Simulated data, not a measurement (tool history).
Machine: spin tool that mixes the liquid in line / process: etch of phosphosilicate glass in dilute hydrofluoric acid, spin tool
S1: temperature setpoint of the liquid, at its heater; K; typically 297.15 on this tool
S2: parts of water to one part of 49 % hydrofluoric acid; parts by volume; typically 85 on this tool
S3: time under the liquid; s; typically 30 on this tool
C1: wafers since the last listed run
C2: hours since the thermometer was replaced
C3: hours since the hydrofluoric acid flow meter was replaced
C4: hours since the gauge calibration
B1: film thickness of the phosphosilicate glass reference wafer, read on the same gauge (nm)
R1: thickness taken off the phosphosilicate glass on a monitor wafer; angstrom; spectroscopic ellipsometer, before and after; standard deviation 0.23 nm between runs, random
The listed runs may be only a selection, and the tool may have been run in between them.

{"run": 1, "hour": 0.0, "S1": 299.65, "S2": 60, "S3": 30, "C1": 0, "C2": 936.9, "C3": 297, "C4": 777.9, "B1": 129.98, "R1": 409.1}
{"run": 2, "hour": 32.1, "S1": 299.65, "S2": 60, "S3": 30, "C1": 315, "C2": 969, "C3": 329.1, "C4": 810, "B1": 129.98, "R1": 408.2}
{"run": 3, "hour": 150.0, "S1": 299.65, "S2": 60, "S3": 30, "C1": 1160, "C2": 1086.9, "C3": 447, "C4": 927.9, "B1": 129.99, "R1": 406}
{"run": 4, "hour": 181.7, "S1": 297.15, "S2": 85, "S3": 30, "C1": 312, "C2": 1118.6, "C3": 478.7, "C4": 959.6, "B1": 130, "R1": 254}
{"run": 5, "hour": 253.6, "S1": 297.15, "S2": 85, "S3": 30, "C1": 707, "C2": 1190.5, "C3": 550.6, "C4": 1031.5, "B1": 130.04, "R1": 253.5}
{"run": 6, "hour": 397.9, "S1": 295.15, "S2": 85, "S3": 30, "C1": 1420, "C2": 1334.8, "C3": 694.9, "C4": 1175.8, "B1": 130.02, "R1": 233.7}
{"run": 7, "hour": 426.7, "S1": 295.15, "S2": 85, "S3": 30, "C1": 283, "C2": 1363.6, "C3": 723.7, "C4": 1204.6, "B1": 130.01, "R1": 239.9}
{"run": 8, "hour": 483.2, "S1": 297.15, "S2": 85, "S3": 30, "C1": 556, "C2": 1420.1, "C3": 780.2, "C4": 1261.1, "B1": 129.97, "R1": 264.1}
{"run": 9, "hour": 542.2, "S1": 297.15, "S2": 85, "S3": 30, "C1": 580, "C2": 1479.1, "C3": 839.2, "C4": 1320.1, "B1": 130.01, "R1": 262.1}
{"run": 10, "hour": 593.3, "S1": 297.15, "S2": 85, "S3": 30, "C1": 503, "C2": 1530.2, "C3": 890.3, "C4": 1371.2, "B1": 129.99, "R1": 261.4}
{"run": 11, "hour": 653.9, "S1": 297.15, "S2": 85, "S3": 40, "C1": 596, "C2": 1590.8, "C3": 950.9, "C4": 1431.8, "B1": 130.04, "R1": 352.9}
{"run": 12, "hour": 685.6, "S1": 297.15, "S2": 85, "S3": 40, "C1": 312, "C2": 1622.5, "C3": 982.6, "C4": 1463.5, "B1": 129.99, "R1": 355.8}
{"hour": 696.9, "done": "hydrofluoric acid flow meter replaced"}
{"run": 13, "hour": 726.9, "S1": 293.65, "S2": 70, "S3": 20, "C1": 396, "C2": 1663.8, "C3": 30, "C4": 1504.8, "B1": 130, "R1": 172.7}
{"hour": 729.1, "done": "gauge calibrated"}
{"run": 14, "hour": 778.1, "S1": 297.15, "S2": 85, "S3": 50, "C1": 503, "C2": 1715, "C3": 81.2, "C4": 49, "B1": 130.04, "R1": 402.2}
{"run": 15, "hour": 816.5, "S1": 297.15, "S2": 85, "S3": 30, "C1": 377, "C2": 1753.4, "C3": 119.6, "C4": 87.4, "B1": 130.01, "R1": 244.7}
{"run": 16, "hour": 841.6, "S1": 297.15, "S2": 120, "S3": 30, "C1": 247, "C2": 1778.5, "C3": 144.7, "C4": 112.5, "B1": 130, "R1": 166.3}
{"run": 17, "hour": 899.2, "S1": 300.15, "S2": 85, "S3": 30, "C1": 566, "C2": 1836.1, "C3": 202.3, "C4": 170.1, "B1": 130.04, "R1": 277.1}
{"hour": 908.6, "done": "thermometer replaced"}
{"run": 18, "hour": 937.6, "S1": 295.65, "S2": 85, "S3": 25, "C1": 368, "C2": 29, "C3": 240.7, "C4": 208.5, "B1": 130.01, "R1": 193.2}
{"run": 19, "hour": 964.2, "S1": 293.15, "S2": 65, "S3": 45, "C1": 261, "C2": 55.6, "C3": 267.3, "C4": 235.1, "B1": 130.02, "R1": 421.1}
{"run": 20, "hour": 1035.3, "S1": 297.15, "S2": 65, "S3": 30, "C1": 699, "C2": 126.7, "C3": 338.4, "C4": 306.2, "B1": 130, "R1": 335.7}
{"run": 21, "hour": 1080.1, "S1": 295.65, "S2": 60, "S3": 20, "C1": 440, "C2": 171.5, "C3": 383.2, "C4": 351, "B1": 130.03, "R1": 226.8}
{"run": 22, "hour": 1114.0, "S1": 297.15, "S2": 85, "S3": 30, "C1": 333, "C2": 205.4, "C3": 417.1, "C4": 384.9, "B1": 130.01, "R1": 253.5}
{"run": 23, "hour": 1157.7, "S1": 297.15, "S2": 85, "S3": 30, "C1": 430, "C2": 249.1, "C3": 460.8, "C4": 428.6, "B1": 129.97, "R1": 250}
{"run": 24, "hour": 1200.2, "S1": 297.15, "S2": 85, "S3": 30, "C1": 418, "C2": 291.6, "C3": 503.3, "C4": 471.1, "B1": 129.98, "R1": 252.3}

Take each entry between the runs: how does the hidden state at the last listed run before it differ from the hidden state at the first listed run after it?
Runs 12 to 13: hydrofluoric acid flow meter replaced (hour 696.9)
  hydrofluoric acid flow above the setpoint (%): 8.7 -> 0.43
  measured value less the no-hidden-state value, R1: +31.3 -> +0.8 angstrom
Runs 13 to 14: gauge calibrated (hour 729.1)
  hydrofluoric acid flow above the setpoint (%): 0.43 -> 0.802
  measured value less the no-hidden-state value, R1: +0.8 -> +3.5 angstrom
Runs 17 to 18: thermometer replaced (hour 908.6)
  hydrofluoric acid flow above the setpoint (%): 1.68 -> 1.96
  measured value less the no-hidden-state value, R1: +5.1 -> +4.1 angstrom
